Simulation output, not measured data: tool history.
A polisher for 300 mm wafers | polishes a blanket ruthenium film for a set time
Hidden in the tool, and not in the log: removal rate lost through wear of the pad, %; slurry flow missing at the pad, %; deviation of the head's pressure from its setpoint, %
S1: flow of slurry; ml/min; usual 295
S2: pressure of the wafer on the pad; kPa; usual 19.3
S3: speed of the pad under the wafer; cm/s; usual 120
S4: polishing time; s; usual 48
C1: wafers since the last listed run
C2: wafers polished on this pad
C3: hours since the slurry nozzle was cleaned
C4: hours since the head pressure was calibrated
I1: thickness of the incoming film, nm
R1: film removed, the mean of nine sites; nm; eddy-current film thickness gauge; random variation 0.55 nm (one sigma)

run   hour   S1    S2   S3  S4   C1    C2     C3     C4     I1    R1
  1      0  295  16.5  120  48    0   558    107  785.3  265.1    66
  2   17.3  295  16.5  120  48  164   722  124.3  802.6  268.8  65.6
  3     25  295  16.5  120  48   73   795    132  810.3  273.7  64.9
  4   42.3  295  19.3  120  48  164   959  149.3  827.6  272.8  73.6
  5   51.2  295  19.3  120  48   84  1044  158.2  836.5  269.4  72.9
  6   66.8  295  19.3  120  48  148  1192  173.8  852.1    271  72.1
  7     78  295  19.3  120  48  106  1298    185  863.3  269.1  71.7
  8   92.3  295  19.3  120  48  135  1434  199.3  877.6  266.9    71
  9   98.9  295  19.3  120  48   62  1496  205.9  884.2  269.6  69.7
     102.6  -- slurry nozzle cleaned
     103.6  -- worn pad replaced by a new one
 10    112  295  14.5   96  48  105    79    9.4  897.3  272.6  51.7
 11  122.7  370  21.4  120  48  101   181   20.1    908  267.9  84.1
     130.2  -- head pressure recalibrated
 12  131.7  295  19.3  148  43   66   247   29.1    1.5  269.7  86.1

Run 13 comes next. What will it give?
 13  147.3  295  22.8  108  55  148  395  44.7  17.1  266.2   ?

{"run 13": {"R1": 103.5}}
Without the tool's hidden state the same run would have given R1 105.5 nm.
